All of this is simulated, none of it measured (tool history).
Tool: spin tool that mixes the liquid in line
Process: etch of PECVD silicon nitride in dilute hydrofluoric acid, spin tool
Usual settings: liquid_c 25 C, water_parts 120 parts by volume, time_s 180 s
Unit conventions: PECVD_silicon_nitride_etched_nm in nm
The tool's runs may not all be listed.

run	day	liquid_c	water_parts	time_s	read-back film thickness of the PECVD silicon nitride reference wafer, read on the same gauge (nm)	PECVD_silicon_nitride_etched_nm
1	0	25	120	180	30	8.07
2	0.808	25	135	155	30	6.15
3	1.738	25	135	155	30	6.14
4	2.642	25	120	110	29.99	4.82
5	3.333	25	120	110	29.99	4.83
6	4.029	25	85	180	29.99	11.12
7	4.746	25	85	180	29.98	11.25
8	5.342	25	85	180	29.99	11.27
9	6.588	25	120	90	30	4.05
# day 7.333: gauge calibrated
10	7.379	30	120	260	29.99	15.7
11	8.2	21	85	240	30	11.52
12	10.746	25	120	180	30.02	8.1
13	11.721	25	75	180	29.99	12.75
14	12.588	26.5	120	90	29.99	4.38
15	13.371	25	120	180	29.98	8.03
# day 14.625: hydrofluoric acid flow meter replaced
16	14.846	25	120	180	30.01	9.14
17	15.908	25	120	180	29.99	9.13
18	16.842	20	120	180	30.01	6.51
# day 17.138: thermometer replaced
19	18.071	25	150	75	30.01	2.81
20	18.662	22	120	130	30.02	5.13
21	19.571	26.5	140	125	29.98	5.69
22	20.071	27.5	165	180	29.98	7.19
23	23.075	21.5	120	180	30	6.92
24	24.296	23.5	85	180	30.01	10.98
25	25.742	28	70	85	30	8.42
26	26.417	23.5	75	110	29.99	7.55
27	27.533	25	105	180	30.02	9.84
28	28.588	20	60	240	30.01	16.31
29	29.825	25	120	80	29.97	3.81
30	30.65	25	120	180	29.98	8.53
31	31.312	25	120	145	29.98	6.89
32	32.125	29.5	120	180	29.98	11.33

Each row is a separate what-if for the run after 32, all from the same tool condition, not one after another. Results?
A	32.146	25	120	70	?	?
B	32.146	20.5	145	265	?	?
C	32.146	26.5	65	180	?	?
D	32.146	25	75	80	?	?
E	32.146	25	70	180	?	?

run	read-back film thickness of the PECVD silicon nitride reference wafer, read on the same gauge (nm)	PECVD_silicon_nitride_etched_nm
A	30.01	3.35
B	30.01	7.83
C	30.01	17.42
D	30.01	6.09
E	30.01	14.67
With no hidden state in the tool, these same runs would have given:
run	PECVD_silicon_nitride_etched_nm
A	3.41
B	7.97
C	17.74
D	6.2
E	14.94
